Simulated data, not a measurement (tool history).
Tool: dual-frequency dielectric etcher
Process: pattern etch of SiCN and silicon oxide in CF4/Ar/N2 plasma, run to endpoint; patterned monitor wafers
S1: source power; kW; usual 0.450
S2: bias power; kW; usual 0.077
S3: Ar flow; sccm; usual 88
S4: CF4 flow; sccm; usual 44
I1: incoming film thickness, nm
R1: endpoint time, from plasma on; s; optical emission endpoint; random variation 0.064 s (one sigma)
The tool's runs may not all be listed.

| run | hour | S1 | S2 | S3 | S4 | I1 | R1 |
|---|---|---|---|---|---|---|---|
| 1 | 0.0 | 0.450 | 0.077 | 88 | 44 | 9.08 | 11.5 |
| 2 | 61.4 | 0.450 | 0.077 | 95 | 50 | 9.06 | 11.2 |
| 3 | 89.9 | 0.530 | 0.077 | 88 | 34 | 9.11 | 10.6 |
| 4 | 283.5 | 0.480 | 0.067 | 102 | 38 | 9.10 | 12.1 |
|  | 332.2 | wet clean of the chamber |
| 5 | 348.6 | 0.450 | 0.077 | 88 | 44 | 9.08 | 12.0 |
| 6 | 409.2 | 0.450 | 0.077 | 88 | 44 | 8.97 | 11.7 |
| 7 | 448.4 | 0.450 | 0.088 | 88 | 44 | 9.09 | 11.2 |
| 8 | 513.8 | 0.340 | 0.084 | 94 | 44 | 9.10 | 13.7 |
| 9 | 563.4 | 0.450 | 0.077 | 88 | 51 | 9.14 | 11.6 |
|  | 584.3 | CF4 flow controller replaced |
|  | 609.0 | bias power generator calibrated |
| 10 | 610.5 | 0.490 | 0.066 | 102 | 44 | 9.03 | 11.9 |
| 11 | 652.4 | 0.450 | 0.063 | 88 | 44 | 9.08 | 12.7 |
| 12 | 707.5 | 0.380 | 0.077 | 88 | 44 | 9.09 | 13.0 |
| 13 | 764.5 | 0.360 | 0.070 | 108 | 44 | 9.04 | 14.3 |
|  | 892.6 | wet clean of the chamber |
| 14 | 967.0 | 0.450 | 0.059 | 88 | 52 | 9.16 | 13.3 |
| 15 | 996.2 | 0.450 | 0.077 | 82 | 34 | 9.07 | 12.4 |
| 16 | 1026.2 | 0.500 | 0.077 | 88 | 47 | 9.19 | 11.3 |
| 17 | 1096.3 | 0.500 | 0.077 | 88 | 47 | 9.09 | 11.0 |
| 18 | 1166.0 | 0.450 | 0.077 | 88 | 44 | 9.10 | 12.0 |
| 19 | 1210.7 | 0.530 | 0.082 | 70 | 35 | 9.09 | 10.4 |
| 20 | 1235.7 | 0.410 | 0.069 | 101 | 49 | 9.13 | 13.4 |
| 21 | 1279.3 | 0.450 | 0.077 | 88 | 44 | 9.11 | 11.8 |
| 22 | 1435.8 | 0.450 | 0.069 | 102 | 44 | 9.10 | 12.6 |
| 23 | 1499.3 | 0.450 | 0.077 | 88 | 44 | 9.12 | 11.7 |
|  | 1586.7 | wet clean of the chamber |
| 24 | 1649.8 | 0.450 | 0.077 | 88 | 39 | 9.17 | 12.4 |
| 25 | 1691.0 | 0.450 | 0.077 | 88 | 54 | 9.12 | 11.6 |

3 ways to go on from here, each from the tool as it stands after run 25. What would each give?
| A | 1691.4 | 0.450 | 0.067 | 88 | 44 | 9.05 | ? |
| B | 1691.4 | 0.450 | 0.090 | 88 | 44 | 9.05 | ? |
| C | 1691.4 | 0.450 | 0.067 | 88 | 34 | 9.05 | ? |

| run | R1 |
|---|---|
| A | 12.6 |
| B | 11.1 |
| C | 13.3 |
Without the tool's hidden state the same runs would have given:
| run | R1 |
|---|---|
| A | 12.6 |
| B | 11.1 |
| C | 13.3 |

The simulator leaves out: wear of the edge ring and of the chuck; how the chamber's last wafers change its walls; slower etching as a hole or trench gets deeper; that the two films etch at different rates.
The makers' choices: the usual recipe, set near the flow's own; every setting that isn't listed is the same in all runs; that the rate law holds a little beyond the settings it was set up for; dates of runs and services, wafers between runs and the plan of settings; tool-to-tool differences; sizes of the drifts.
